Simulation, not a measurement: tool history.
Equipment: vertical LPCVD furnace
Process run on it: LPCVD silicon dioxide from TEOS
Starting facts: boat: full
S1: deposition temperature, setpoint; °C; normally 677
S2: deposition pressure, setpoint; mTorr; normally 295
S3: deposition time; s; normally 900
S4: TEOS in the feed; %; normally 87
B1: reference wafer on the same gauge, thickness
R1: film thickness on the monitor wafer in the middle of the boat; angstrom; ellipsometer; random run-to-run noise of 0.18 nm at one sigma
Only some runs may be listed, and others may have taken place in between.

Run 1, hour 0: usual settings; B1 62.97. Result: R1 685.3 angstrom.
Run 2, hour 103.5: usual settings but S2 355 mTorr; B1 62.97. Result: R1 751.7 angstrom.
Run 3, hour 202.3: usual settings; B1 62.97. Result: R1 685.8 angstrom.
Run 4, hour 248.6: usual settings; B1 63. Result: R1 685 angstrom.
Run 5, hour 330.1: usual settings; B1 63.04. Result: R1 688.9 angstrom.
Run 6, hour 434.6: usual settings but S3 1050 s; B1 63.09. Result: R1 800.6 angstrom.
Run 7, hour 486.6: usual settings but S4 75 %; B1 62.98. Result: R1 636.3 angstrom.
Run 8, hour 585.1: usual settings but S4 75 %; B1 62.95. Result: R1 643.9 angstrom.
At hour 695.6: thermocouples replaced and temperature profile calibrated.
At hour 711: pressure gauge zeroed.
Run 9, hour 711.5: usual settings but S4 75 %; B1 63.08. Result: R1 632.9 angstrom.
Run 10, hour 775.5: usual settings but S2 260 mTorr; B1 62.99. Result: R1 637.3 angstrom.
Run 11, hour 818.3: usual settings; B1 63.05. Result: R1 680.1 angstrom.
Run 12, hour 884.9: usual settings but S2 265 mTorr, S3 570 s, S4 96 %; B1 62.95. Result: R1 431.3 angstrom.
At hour 919: TEOS flow controller replaced.
Run 13, hour 924.5: usual settings but S4 94 %; B1 62.99. Result: R1 707.2 angstrom.
At hour 949: gauge calibrated.
Run 14, hour 975.7: usual settings but S2 245 mTorr, S3 570 s; B1 63.04. Result: R1 391.7 angstrom.
Run 15, hour 1059: usual settings; B1 62.93. Result: R1 683.8 angstrom.
Run 16, hour 1132.2: usual settings; B1 63. Result: R1 686.3 angstrom.
Run 17, hour 1168.5: usual settings but S1 668 °C, S2 250 mTorr, S3 1200 s, S4 92 %; B1 62.93. Result: R1 692.5 angstrom.
Run 18, hour 1214.1: usual settings but S4 97 %; B1 63. Result: R1 719.2 angstrom.
Run 19, hour 1306.5: usual settings but S1 673 °C, S2 240 mTorr, S3 780 s, S4 97 %; B1 63. Result: R1 513.5 angstrom.
Run 20, hour 1360.1: usual settings but S1 681 °C; B1 63.02. Result: R1 753.1 angstrom.

Branching from run 20: 4 alternative next runs. What would each branch give?
Run A, hour 1363.2: usual settings; B1 ?. Result: R1 ?.
Run B, hour 1363.2: usual settings but S2 370 mTorr, S4 97 %; B1 ?. Result: R1 ?.
Run C, hour 1363.2: usual settings but S2 355 mTorr, S3 570 s, S4 97 %; B1 ?. Result: R1 ?.
Run D, hour 1363.2: usual settings but S1 666 °C, S3 1230 s; B1 ?. Result: R1 ?.

run     B1     R1
  A  63.03  682.5
  B  63.03  807.1
  C  63.03  500.7
  D  63.03    711
Take away the tool's hidden state, keep each run's random variation, and the runs would have read:
run     R1
  A  677.9
  B  801.7
  C  497.3
  D  706.1
